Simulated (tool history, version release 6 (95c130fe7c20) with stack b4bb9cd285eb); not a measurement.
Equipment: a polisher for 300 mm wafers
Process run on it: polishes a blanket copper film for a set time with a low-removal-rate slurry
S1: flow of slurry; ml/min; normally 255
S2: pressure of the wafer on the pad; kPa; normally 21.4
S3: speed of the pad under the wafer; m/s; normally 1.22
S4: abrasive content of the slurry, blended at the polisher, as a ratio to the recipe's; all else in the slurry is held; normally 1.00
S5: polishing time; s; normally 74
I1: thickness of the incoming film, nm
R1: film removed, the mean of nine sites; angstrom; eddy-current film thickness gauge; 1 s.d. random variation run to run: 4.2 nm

{"run": 1, "hour": 0.0, "S1": 295, "S2": 21.4, "S3": 1.22, "S4": 1.0, "S5": 74, "I1": 1180.5, "R1": 3109}
{"run": 2, "hour": 49.7, "S1": 255, "S2": 21.4, "S3": 1.22, "S4": 1.0, "S5": 74, "I1": 1165.4, "R1": 3029}
{"run": 3, "hour": 137.1, "S1": 255, "S2": 21.4, "S3": 1.22, "S4": 1.0, "S5": 74, "I1": 1170.8, "R1": 2857}
{"run": 4, "hour": 189.1, "S1": 255, "S2": 21.4, "S3": 1.22, "S4": 1.1, "S5": 74, "I1": 1169.2, "R1": 2954}
{"run": 5, "hour": 293.4, "S1": 255, "S2": 21.4, "S3": 1.22, "S4": 1.1, "S5": 74, "I1": 1153.1, "R1": 2858}
{"run": 6, "hour": 357.9, "S1": 255, "S2": 21.4, "S3": 1.22, "S4": 1.1, "S5": 74, "I1": 1169.8, "R1": 2817}
{"run": 7, "hour": 446.9, "S1": 255, "S2": 21.4, "S3": 0.98, "S4": 1.0, "S5": 74, "I1": 1153.7, "R1": 2238}
{"run": 8, "hour": 499.6, "S1": 255, "S2": 21.4, "S3": 1.22, "S4": 1.0, "S5": 74, "I1": 1160.6, "R1": 2720}
{"run": 9, "hour": 602.6, "S1": 255, "S2": 21.4, "S3": 1.22, "S4": 1.0, "S5": 74, "I1": 1151.4, "R1": 3182}
{"run": 10, "hour": 703.0, "S1": 255, "S2": 21.4, "S3": 1.22, "S4": 1.0, "S5": 74, "I1": 1170.4, "R1": 3227}
{"run": 11, "hour": 766.4, "S1": 255, "S2": 21.4, "S3": 1.22, "S4": 1.0, "S5": 95, "I1": 1166.1, "R1": 4149}
{"run": 12, "hour": 870.1, "S1": 255, "S2": 21.4, "S3": 1.22, "S4": 1.0, "S5": 74, "I1": 1175.9, "R1": 3206}
{"run": 13, "hour": 944.8, "S1": 255, "S2": 21.4, "S3": 1.22, "S4": 1.0, "S5": 74, "I1": 1159.6, "R1": 3047}
{"run": 14, "hour": 1052.3, "S1": 255, "S2": 21.4, "S3": 1.22, "S4": 1.0, "S5": 62, "I1": 1155.9, "R1": 2602}
{"run": 15, "hour": 1108.7, "S1": 255, "S2": 21.4, "S3": 1.02, "S4": 0.9, "S5": 74, "I1": 1159.8, "R1": 2577}
{"run": 16, "hour": 1203.0, "S1": 255, "S2": 18.6, "S3": 1.22, "S4": 1.0, "S5": 74, "I1": 1150.2, "R1": 2850}
{"run": 17, "hour": 1294.4, "S1": 255, "S2": 21.4, "S3": 0.92, "S4": 0.7, "S5": 74, "I1": 1165.3, "R1": 2398}
{"run": 18, "hour": 1340.2, "S1": 290, "S2": 18.6, "S3": 1.22, "S4": 1.0, "S5": 74, "I1": 1150.9, "R1": 2842}
{"run": 19, "hour": 1447.8, "S1": 255, "S2": 21.4, "S3": 1.22, "S4": 1.0, "S5": 74, "I1": 1150.9, "R1": 3158}
{"run": 20, "hour": 1487.7, "S1": 255, "S2": 21.4, "S3": 1.22, "S4": 1.0, "S5": 74, "I1": 1183.4, "R1": 3118}
{"run": 21, "hour": 1548.6, "S1": 255, "S2": 21.4, "S3": 0.92, "S4": 1.0, "S5": 74, "I1": 1165.5, "R1": 2434}
{"run": 22, "hour": 1651.9, "S1": 255, "S2": 21.4, "S3": 1.22, "S4": 1.0, "S5": 74, "I1": 1165.1, "R1": 3138}
{"run": 23, "hour": 1696.5, "S1": 255, "S2": 21.4, "S3": 1.22, "S4": 0.85, "S5": 65, "I1": 1142.4, "R1": 2603}
{"run": 24, "hour": 1752.0, "S1": 305, "S2": 23.4, "S3": 1.22, "S4": 0.75, "S5": 50, "I1": 1170.5, "R1": 2313}
{"run": 25, "hour": 1801.6, "S1": 255, "S2": 24.1, "S3": 1.22, "S4": 1.25, "S5": 74, "I1": 1159.0, "R1": 3805}
{"run": 26, "hour": 1882.9, "S1": 215, "S2": 21.4, "S3": 1.22, "S4": 1.1, "S5": 100, "I1": 1149.6, "R1": 4265}
{"run": 27, "hour": 1945.4, "S1": 255, "S2": 21.4, "S3": 1.08, "S4": 0.7, "S5": 74, "I1": 1147.8, "R1": 2711}
{"run": 28, "hour": 2028.7, "S1": 255, "S2": 19.3, "S3": 1.22, "S4": 1.0, "S5": 74, "I1": 1159.3, "R1": 2874}
{"run": 29, "hour": 2072.6, "S1": 330, "S2": 21.4, "S3": 1.22, "S4": 1.0, "S5": 53, "I1": 1153.8, "R1": 2255}
{"run": 30, "hour": 2168.6, "S1": 255, "S2": 21.4, "S3": 1.22, "S4": 1.1, "S5": 94, "I1": 1184.1, "R1": 4070}
{"run": 31, "hour": 2270.2, "S1": 255, "S2": 21.4, "S3": 1.22, "S4": 0.75, "S5": 81, "I1": 1148.3, "R1": 3328}

The log once held 16 entries between its listed runs, left out of this copy. Where does each go, and what is different about the tool's unlogged condition between the listed run before it and the listed run after it?
In the gap between runs 2 and 3: worn pad replaced by a new one (hour 58.3); slurry blender recalibrated (hour 122.3)
  removal rate lost through wear of the pad, %: 6.33 -> 11.8
  measured result minus the result with no hidden state, R1: -205 -> -381 angstrom
In the gap between runs 3 and 4: head pressure recalibrated (hour 183.7)
  removal rate lost through wear of the pad, %: 11.8 -> 12
  measured result minus the result with no hidden state, R1: -381 -> -403 angstrom
In the gap between runs 6 and 7: slurry nozzle cleaned (hour 404.5)
  removal rate lost through wear of the pad, %: 13.3 -> 14.4
  measured result minus the result with no hidden state, R1: -432 -> -377 angstrom
In the gap between runs 8 and 9: worn pad replaced by a new one, repeated, since the last time left the tool worse (hour 534.8)
  removal rate lost through wear of the pad, %: 15.2 -> 0.189
  measured result minus the result with no hidden state, R1: -487 -> -6 angstrom
In the gap between runs 10 and 11: slurry blender recalibrated (hour 748.7)
  removal rate lost through wear of the pad, %: 0.618 -> 1.08
  measured result minus the result with no hidden state, R1: -20 -> -45 angstrom
In the gap between runs 11 and 12: head pressure recalibrated (hour 804.8)
  removal rate lost through wear of the pad, %: 1.08 -> 2.14
  measured result minus the result with no hidden state, R1: -45 -> -70 angstrom
In the gap between runs 14 and 15: slurry nozzle cleaned (hour 1072.0)
  removal rate lost through wear of the pad, %: 4.95 -> 6.07
  measured result minus the result with no hidden state, R1: -136 -> -166 angstrom
In the gap between runs 15 and 16: worn pad replaced by a new one (hour 1159.8)
  removal rate lost through wear of the pad, %: 6.07 -> 0.155
  measured result minus the result with no hidden state, R1: -166 -> -4 angstrom
In the gap between runs 17 and 18: slurry blender recalibrated (hour 1305.6)
  removal rate lost through wear of the pad, %: 0.449 -> 0.711
  measured result minus the result with no hidden state, R1: -11 -> -21 angstrom
In the gap between runs 18 and 19: head pressure recalibrated (hour 1361.3)
  removal rate lost through wear of the pad, %: 0.711 -> 1.62
  measured result minus the result with no hidden state, R1: -21 -> -53 angstrom
In the gap between runs 23 and 24: worn pad replaced by a new one (hour 1750.8)
  removal rate lost through wear of the pad, %: 5.33 -> 0.385
  measured result minus the result with no hidden state, R1: -147 -> -9 angstrom
In the gap between runs 25 and 26: slurry blender recalibrated (hour 1859.0); head pressure recalibrated (hour 1866.3); slurry nozzle cleaned (hour 1875.1)
  removal rate lost through wear of the pad, %: 0.432 -> 0.701
  measured result minus the result with no hidden state, R1: -17 -> -30 angstrom
In the gap between runs 30 and 31: worn pad replaced by a new one (hour 2265.9)
  removal rate lost through wear of the pad, %: 3.55 -> 0.958
  measured result minus the result with no hidden state, R1: -150 -> -32 angstrom

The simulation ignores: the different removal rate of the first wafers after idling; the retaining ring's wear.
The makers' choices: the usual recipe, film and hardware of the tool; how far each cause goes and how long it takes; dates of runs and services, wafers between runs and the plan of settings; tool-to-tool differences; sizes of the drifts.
